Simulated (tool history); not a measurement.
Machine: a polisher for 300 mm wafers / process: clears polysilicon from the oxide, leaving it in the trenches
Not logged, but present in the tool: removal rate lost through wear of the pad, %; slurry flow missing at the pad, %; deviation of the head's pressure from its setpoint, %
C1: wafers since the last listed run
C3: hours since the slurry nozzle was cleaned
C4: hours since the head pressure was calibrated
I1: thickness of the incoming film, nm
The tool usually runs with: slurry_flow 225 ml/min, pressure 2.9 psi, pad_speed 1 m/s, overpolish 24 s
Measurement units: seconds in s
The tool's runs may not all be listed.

Run 1, hour 0: usual settings but slurry_flow 165 ml/min; C1 0; wafers polished on this pad 792; C3 103; C4 1156.1; I1 510. Result: seconds 38.2 s.
Run 2, hour 18: usual settings but slurry_flow 165 ml/min; C1 192; wafers polished on this pad 984; C3 121; C4 1174.1; I1 518.3. Result: seconds 39.6 s.
Run 3, hour 35.2: usual settings but pressure 2.3 psi; C1 183; wafers polished on this pad 1168; C3 138.2; C4 1191.3; I1 505.3. Result: seconds 44.9 s.
Run 4, hour 47: usual settings but slurry_flow 180 ml/min, pad_speed 1.24 m/s; C1 125; wafers polished on this pad 1294; C3 150; C4 1203.1; I1 510.1. Result: seconds 31.5 s.
Run 5, hour 61.7: usual settings but slurry_flow 180 ml/min, pad_speed 1.24 m/s; C1 156; wafers polished on this pad 1451; C3 164.7; C4 1217.8; I1 503.7. Result: seconds 31.2 s.
Run 6, hour 71.4: usual settings; C1 103; wafers polished on this pad 1554; C3 174.4; C4 1227.5; I1 506.9. Result: seconds 38.2 s.
Run 7, hour 78: usual settings; C1 70; wafers polished on this pad 1625; C3 181; C4 1234.1; I1 502.8. Result: seconds 38 s.
At hour 82.9: worn pad replaced by a new one.
Run 8, hour 86.2: usual settings; C1 44; wafers polished on this pad 35; C3 189.2; C4 1242.3; I1 512.8. Result: seconds 35.6 s.
Run 9, hour 95.3: usual settings; C1 97; wafers polished on this pad 132; C3 198.3; C4 1251.4; I1 503.5. Result: seconds 35.3 s.
Run 10, hour 101.5: usual settings; C1 66; wafers polished on this pad 198; C3 204.5; C4 1257.6; I1 506.3. Result: seconds 36 s.
Run 11, hour 116: usual settings; C1 154; wafers polished on this pad 353; C3 219; C4 1272.1; I1 512. Result: seconds 36.4 s.
Run 12, hour 132.3: usual settings; C1 174; wafers polished on this pad 527; C3 235.3; C4 1288.4; I1 505.6. Result: seconds 37.3 s.
Run 13, hour 140.5: usual settings; C1 87; wafers polished on this pad 614; C3 243.5; C4 1296.6; I1 511.7. Result: seconds 38.3 s.
Run 14, hour 155.7: usual settings; C1 162; wafers polished on this pad 777; C3 258.7; C4 1311.8; I1 508. Result: seconds 37.9 s.
Run 15, hour 167.3: usual settings but slurry_flow 160 ml/min, pressure 3.2 psi, pad_speed 1.14 m/s, overpolish 12 s; C1 123; wafers polished on this pad 900; C3 270.3; C4 1323.4; I1 505.8. Result: seconds 31.3 s.
Run 16, hour 184.4: usual settings but overpolish 19 s; C1 182; wafers polished on this pad 1083; C3 287.4; C4 1340.5; I1 513. Result: seconds 38.5 s.
Run 17, hour 196.4: usual settings but pad_speed 1.24 m/s; C1 128; wafers polished on this pad 1211; C3 299.4; C4 1352.5; I1 508. Result: seconds 31.2 s.
At hour 201.9: worn pad replaced by a new one.
At hour 204: head pressure recalibrated.
Run 18, hour 210.9: usual settings; C1 90; wafers polished on this pad 74; C3 313.9; C4 6.9; I1 507.6. Result: seconds 34.9 s.
Run 19, hour 226.7: usual settings but slurry_flow 185 ml/min; C1 168; wafers polished on this pad 243; C3 329.7; C4 22.7; I1 513.5. Result: seconds 36.4 s.
At hour 232.9: slurry nozzle cleaned.
Run 20, hour 250.8: usual settings but pressure 2.5 psi, pad_speed 1.3 m/s, overpolish 19 s; C1 246; wafers polished on this pad 490; C3 17.9; C4 46.8; I1 512. Result: seconds 31.9 s.
Run 21, hour 262: usual settings but slurry_flow 170 ml/min, pad_speed 0.86 m/s; C1 119; wafers polished on this pad 609; C3 29.1; C4 58; I1 513. Result: seconds 43.9 s.
Run 22, hour 270.6: usual settings but pad_speed 0.68 m/s; C1 91; wafers polished on this pad 701; C3 37.7; C4 66.6; I1 507. Result: seconds 54.9 s.
Run 23, hour 305.7: usual settings but slurry_flow 265 ml/min, pressure 1.9 psi, pad_speed 1.14 m/s, overpolish 28 s; C1 374; wafers polished on this pad 1076; C3 72.8; C4 101.7; I1 521.1. Result: seconds 45.9 s.
At hour 324.4: worn pad replaced by a new one.
Run 24, hour 324.9: usual settings; C1 162; wafers polished on this pad 5; C3 92; C4 120.9; I1 510.4. Result: seconds 35.4 s.
Run 25, hour 337.9: usual settings; C1 138; wafers polished on this pad 144; C3 105; C4 133.9; I1 511.7. Result: seconds 36.6 s.
Run 26, hour 355.3: usual settings but slurry_flow 180 ml/min, pressure 3.4 psi, pad_speed 0.74 m/s, overpolish 18 s; C1 185; wafers polished on this pad 330; C3 122.4; C4 151.3; I1 513. Result: seconds 44.2 s.
Run 27, hour 388.2: usual settings; C1 351; wafers polished on this pad 681; C3 155.3; C4 184.2; I1 507.4. Result: seconds 37.6 s.
Run 28, hour 399.8: usual settings but slurry_flow 190 ml/min, pad_speed 0.68 m/s; C1 123; wafers polished on this pad 805; C3 166.9; C4 195.8; I1 509.4. Result: seconds 56.8 s.

For each run, what was the tool's unlogged condition?
slurry flow missing at the pad, %: 0, the same for each run
deviation of the head's pressure from its setpoint, %: 0, the same for each run
H1: removal rate lost through wear of the pad, %
run     H1
  1   6.85
  2   7.36
  3    7.7
  4   7.87
  5   8.02
  6    8.1
  7   8.15
  8   1.26
  9   2.63
 10   3.41
 11   4.88
 12   6.05
 13   6.51
 14   7.15
 15   7.52
 16   7.92
 17   8.12
 18   1.51
 19   3.46
 20   5.39
 21   5.99
 22   6.36
 23   7.32
 24  0.352
 25   2.34
 26   4.25
 27   6.36
 28   6.81
